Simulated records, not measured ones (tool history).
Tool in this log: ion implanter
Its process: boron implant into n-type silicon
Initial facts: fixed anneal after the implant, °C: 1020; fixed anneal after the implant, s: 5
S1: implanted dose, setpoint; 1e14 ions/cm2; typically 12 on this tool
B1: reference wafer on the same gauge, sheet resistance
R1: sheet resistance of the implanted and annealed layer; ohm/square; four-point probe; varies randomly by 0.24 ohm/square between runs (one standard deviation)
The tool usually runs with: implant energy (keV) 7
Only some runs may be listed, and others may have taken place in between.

Run 1, hour 0: usual settings but implant energy (keV) 6; B1 128.98. Result: R1 170.55 ohm/square.
Run 2, hour 31.6: usual settings but implant energy (keV) 6; B1 129.01. Result: R1 170.49 ohm/square.
Run 3, hour 98.8: usual settings but S1 11.12 1e14 ions/cm2; B1 128.97. Result: R1 164.33 ohm/square.
Run 4, hour 131.5: usual settings but S1 11.12 1e14 ions/cm2; B1 128.98. Result: R1 164.36 ohm/square.
Run 5, hour 201.7: usual settings; B1 128.97. Result: R1 160.09 ohm/square.
Run 6, hour 250.8: usual settings; B1 129. Result: R1 160.18 ohm/square.
Run 7, hour 306.3: usual settings; B1 129. Result: R1 159.7 ohm/square.
Run 8, hour 369.2: usual settings; B1 128.98. Result: R1 160.35 ohm/square.
Run 9, hour 445.2: usual settings; B1 129.01. Result: R1 160.08 ohm/square.
Run 10, hour 493.2: usual settings; B1 128.96. Result: R1 160.29 ohm/square.
Run 11, hour 555.1: usual settings but S1 14.27 1e14 ions/cm2; B1 129. Result: R1 151.59 ohm/square.
Run 12, hour 625.9: usual settings but S1 14.27 1e14 ions/cm2; B1 129.04. Result: R1 152.03 ohm/square.
Run 13, hour 689.9: usual settings but S1 14.27 1e14 ions/cm2; B1 129.07. Result: R1 152.6 ohm/square.
Run 14, hour 756.2: usual settings; B1 128.99. Result: R1 160.8 ohm/square.
Run 15, hour 821.4: usual settings but implant energy (keV) 8.5; B1 128.97. Result: R1 149.32 ohm/square.
Run 16, hour 866.6: usual settings; B1 129.03. Result: R1 161.14 ohm/square.
Run 17, hour 915.2: usual settings; B1 129. Result: R1 161.47 ohm/square.
Run 18, hour 955.1: usual settings; B1 128.97. Result: R1 161.55 ohm/square.
Run 19, hour 983: usual settings but S1 14.67 1e14 ions/cm2, implant energy (keV) 8; B1 128.96. Result: R1 142.55 ohm/square.
At hour 1045.6: extraction supply calibrated.
Run 20, hour 1046.1: usual settings; B1 128.97. Result: R1 162.27 ohm/square.
Run 21, hour 1076.5: usual settings but S1 8.9 1e14 ions/cm2, implant energy (keV) 6; B1 128.98. Result: R1 194.96 ohm/square.
Run 22, hour 1115.1: usual settings but S1 13.36 1e14 ions/cm2, implant energy (keV) 9; B1 129.05. Result: R1 140.69 ohm/square.
At hour 1131.9: gauge calibrated.
Run 23, hour 1148.6: usual settings but S1 8.53 1e14 ions/cm2, implant energy (keV) 5.5; B1 129.06. Result: R1 205.83 ohm/square.
Run 24, hour 1176: usual settings; B1 129.01. Result: R1 162.66 ohm/square.
Run 25, hour 1209.4: usual settings but S1 14.9 1e14 ions/cm2; B1 129.01. Result: R1 151.74 ohm/square.
At hour 1243.5: Faraday cup replaced and dose calibrated.
Run 26, hour 1250.7: usual settings but S1 9.03 1e14 ions/cm2, implant energy (keV) 6; B1 129. Result: R1 189.23 ohm/square.
Run 27, hour 1456.1: usual settings but S1 14.16 1e14 ions/cm2; B1 129.06. Result: R1 150.95 ohm/square.
Run 28, hour 1519.4: usual settings but S1 13.53 1e14 ions/cm2, implant energy (keV) 8.5; B1 128.95. Result: R1 140.05 ohm/square.
Run 29, hour 1552.7: usual settings but S1 13.2 1e14 ions/cm2, implant energy (keV) 9.5; B1 129.02. Result: R1 134.96 ohm/square.
Run 30, hour 1592.6: usual settings but implant energy (keV) 8; B1 128.98. Result: R1 150.76 ohm/square.

Each row is a separate what-if for the run after 30, all from the same tool condition, not one after another. Results?
Run A, hour 1593: usual settings; B1 ?. Result: R1 ?.
Run B, hour 1593: usual settings but implant energy (keV) 9.5; B1 ?. Result: R1 ?.
Run C, hour 1593: usual settings but S1 13.86 1e14 ions/cm2, implant energy (keV) 8.5; B1 ?. Result: R1 ?.

run      B1      R1
  A  128.95  159.62
  B  128.95  141.38
  C  128.95  139.53
What these runs would have given with no unlogged condition in the tool:
run      R1
  A  159.41
  B  141.13
  C  139.35
